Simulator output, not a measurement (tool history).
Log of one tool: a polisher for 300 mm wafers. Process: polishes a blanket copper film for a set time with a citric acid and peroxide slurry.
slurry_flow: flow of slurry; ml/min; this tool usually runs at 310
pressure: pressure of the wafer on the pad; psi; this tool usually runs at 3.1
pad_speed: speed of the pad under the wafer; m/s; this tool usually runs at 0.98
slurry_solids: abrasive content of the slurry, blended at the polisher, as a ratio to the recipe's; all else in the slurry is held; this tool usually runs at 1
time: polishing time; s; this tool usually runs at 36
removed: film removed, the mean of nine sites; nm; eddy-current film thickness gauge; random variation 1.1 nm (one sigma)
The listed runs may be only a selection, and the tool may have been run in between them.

| run | hour | slurry_flow | pressure | pad_speed | slurry_solids | time | incoming thickness of the incoming film, nm | removed |
|---|---|---|---|---|---|---|---|---|
| 1 | 0 | 310 | 3.1 | 0.98 | 1 | 36 | 659.9 | 78.6 |
| 2 | 87.6 | 310 | 3.1 | 0.98 | 1.1 | 36 | 666 | 81.5 |
| 3 | 128.7 | 310 | 3.1 | 0.98 | 1.1 | 36 | 669.9 | 81.3 |
| 4 | 201.1 | 310 | 3.1 | 0.98 | 1.1 | 36 | 677.3 | 82.6 |
| 5 | 245.7 | 310 | 3.1 | 0.98 | 1 | 36 | 673.1 | 77.2 |
| 6 | 307.8 | 310 | 3.1 | 0.98 | 1 | 36 | 677.8 | 76.9 |
| 7 | 374 | 310 | 3.1 | 0.98 | 1 | 36 | 668.7 | 79.5 |
| 8 | 445.7 | 310 | 3.1 | 0.98 | 1 | 36 | 674.7 | 77.9 |
| 9 | 519.1 | 310 | 3.1 | 0.98 | 1 | 36 | 673.2 | 80.3 |
| 10 | 612.3 | 310 | 3.1 | 0.98 | 1 | 36 | 671.1 | 79.3 |
| 11 | 699 | 310 | 3.1 | 1.24 | 1 | 36 | 665.8 | 94.4 |
| 12 | 859.1 | 310 | 3.1 | 1.24 | 1 | 36 | 666.5 | 93.5 |
| 13 | 937.2 | 310 | 3.1 | 1.24 | 1 | 36 | 663.8 | 94.2 |
| 14 | 998.5 | 310 | 2.6 | 1.16 | 0.8 | 36 | 663.1 | 72.3 |
| 15 | 1223.3 | 215 | 2.2 | 0.98 | 1 | 45 | 677.5 | 71.6 |
| 16 | 1539.7 | 310 | 3.5 | 0.98 | 1.1 | 36 | 661.9 | 87.3 |
| 17 | 1637.3 | 310 | 3.1 | 1.32 | 1 | 40 | 669.6 | 107.4 |
| 18 | 1736 | 220 | 2.2 | 1.3 | 0.85 | 36 | 665.4 | 67.9 |
| 19 | 1800 | 310 | 3.1 | 0.98 | 1 | 36 | 666.1 | 79.1 |
| 20 | 1876.1 | 310 | 3.1 | 0.98 | 0.8 | 36 | 656.9 | 71.6 |
| 21 | 1926.5 | 310 | 3.1 | 1.24 | 1.25 | 25 | 674.1 | 71.5 |
| 22 | 1976.5 | 310 | 3.1 | 0.88 | 0.75 | 44 | 681.3 | 83.7 |
| 23 | 2066.4 | 310 | 3.1 | 1.24 | 1.25 | 25 | 674.3 | 69.2 |
| 24 | 2170.9 | 235 | 4 | 0.98 | 1.15 | 31 | 682.7 | 82.7 |
| 25 | 2288.2 | 310 | 3.1 | 0.98 | 1 | 36 | 661.8 | 78.4 |
| 26 | 2350.5 | 360 | 2.4 | 0.8 | 1 | 36 | 680.9 | 56.3 |
| 27 | 2424.2 | 310 | 3.1 | 0.98 | 1 | 36 | 678.2 | 78.6 |
| 28 | 2510.2 | 310 | 3.1 | 0.98 | 1 | 36 | 679.3 | 77.6 |
| 29 | 2616.7 | 310 | 3.1 | 0.98 | 1 | 36 | 673.6 | 80.9 |
| 30 | 2693.5 | 310 | 3.8 | 0.98 | 1 | 29 | 678.2 | 73.7 |
| 31 | 2738.8 | 420 | 3.1 | 1.12 | 0.85 | 31 | 675.2 | 70.6 |

Between the runs listed above, the log contained 16 entries, not reproduced here. Where in the sequence does each belong, and how does what the log doesn't record of the tool's condition differ from the listed run before to the listed run after?
Logged between run 1 and run 2: worn pad replaced by a new one (hour 46.4)
  the hidden state is the same at both runs
Logged between run 3 and run 4: slurry blender recalibrated (hour 153.9)
  the hidden state is the same at both runs
Logged between run 9 and run 10: head pressure recalibrated (hour 556.4)
  the hidden state is the same at both runs
Logged between run 10 and run 11: worn pad replaced by a new one (hour 645.7); slurry nozzle cleaned (hour 657)
  the hidden state is the same at both runs
Logged between run 11 and run 12: slurry blender recalibrated (hour 759.6)
  the hidden state is the same at both runs
Logged between run 15 and run 16: worn pad replaced by a new one (hour 1334.8); slurry blender recalibrated (hour 1469.4); head pressure recalibrated (hour 1472.8)
  the hidden state is the same at both runs
Logged between run 16 and run 17: slurry nozzle cleaned (hour 1561.4)
  the hidden state is the same at both runs
Logged between run 22 and run 23: slurry blender recalibrated (hour 2021.9); worn pad replaced by a new one (hour 2050.4)
  the hidden state is the same at both runs
Logged between run 25 and run 26: head pressure recalibrated (hour 2328.2)
  the hidden state is the same at both runs
Logged between run 27 and run 28: slurry nozzle cleaned (hour 2496.1)
  the hidden state is the same at both runs
Logged between run 29 and run 30: worn pad replaced by a new one (hour 2646.2)
  the hidden state is the same at both runs
Logged between run 30 and run 31: slurry blender recalibrated (hour 2738.3)
  the hidden state is the same at both runs

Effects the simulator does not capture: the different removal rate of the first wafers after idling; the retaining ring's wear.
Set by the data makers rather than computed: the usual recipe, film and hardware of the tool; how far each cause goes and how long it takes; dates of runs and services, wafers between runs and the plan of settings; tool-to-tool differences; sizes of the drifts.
